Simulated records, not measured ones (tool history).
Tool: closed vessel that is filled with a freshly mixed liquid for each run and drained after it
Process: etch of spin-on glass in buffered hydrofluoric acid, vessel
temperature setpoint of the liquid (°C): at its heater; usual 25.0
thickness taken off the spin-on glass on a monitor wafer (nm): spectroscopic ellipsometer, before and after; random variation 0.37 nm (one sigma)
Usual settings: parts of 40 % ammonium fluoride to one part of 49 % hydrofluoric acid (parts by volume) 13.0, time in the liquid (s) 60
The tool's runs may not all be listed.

run	hour	temperature setpoint of the liquid (°C)	parts of 40 % ammonium fluoride to one part of 49 % hydrofluoric acid (parts by volume)	time in the liquid (s)	wafers since the last listed run	hours since the thermometer was replaced	hours since the hydrofluoric acid flow meter was replaced	hours since the gauge calibration	read-back film thickness of the spin-on glass reference wafer, read on the same gauge (nm)	thickness taken off the spin-on glass on a monitor wafer (nm)
1	0.0	21.5	13.0	60	0	2377.3	855.7	96.0	110.00	151.70
2	16.2	25.0	16.5	45	1655	2393.5	871.9	112.2	110.01	108.73
3	29.5	25.0	16.5	45	1358	2406.8	885.2	125.5	110.01	108.69
4	43.3	25.0	16.5	45	1409	2420.6	899.0	139.3	109.99	108.10
5	56.4	25.0	13.0	60	1338	2433.7	912.1	152.4	110.00	182.72
# hour 67.4: thermometer replaced
6	67.9	25.0	15.0	35	1072	0.5	923.6	163.9	110.01	83.20
7	76.2	25.0	9.5	60	847	8.8	931.9	172.2	110.02	223.34
# hour 83.9: hydrofluoric acid flow meter replaced
8	91.1	25.0	13.0	60	1420	23.7	7.2	187.1	110.02	182.22
9	108.8	25.0	13.0	60	1808	41.4	24.9	204.8	110.00	182.20
10	115.6	25.0	11.5	60	694	48.2	31.7	211.6	109.99	205.92
11	126.1	20.5	11.0	35	1072	58.7	42.2	222.1	110.00	97.79
12	134.1	25.0	15.5	60	817	66.7	50.2	230.1	110.00	153.50
13	146.8	25.0	13.0	60	1297	79.4	62.9	242.8	110.00	181.48
14	157.7	25.0	13.0	60	1113	90.3	73.8	253.7	110.01	181.17
15	168.5	25.0	11.5	30	1103	101.1	84.6	264.5	110.00	102.42
# hour 171.0: gauge calibrated
16	180.6	25.0	18.0	40	1236	113.2	96.7	9.6	109.99	87.76
17	190.9	21.5	13.0	60	1052	123.5	107.0	19.9	110.01	150.10
18	204.5	25.0	16.5	60	1389	137.1	120.6	33.5	110.00	143.46
19	216.7	25.0	13.0	85	1246	149.3	132.8	45.7	110.00	257.48

3 ways to go on from here, each from the tool as it stands after run 19. What would each give?
A	217.4	25.0	13.0	60	71	150.0	133.5	46.4	?	?
B	217.4	20.0	11.5	90	71	150.0	133.5	46.4	?	?
C	217.4	25.0	13.0	45	71	150.0	133.5	46.4	?	?

run	read-back film thickness of the spin-on glass reference wafer, read on the same gauge (nm)	thickness taken off the spin-on glass on a monitor wafer (nm)
A	109.99	181.37
B	109.99	233.03
C	109.99	136.03
Without the tool's hidden state the same runs would have given:
run	thickness taken off the spin-on glass on a monitor wafer (nm)
A	180.29
B	231.46
C	135.22
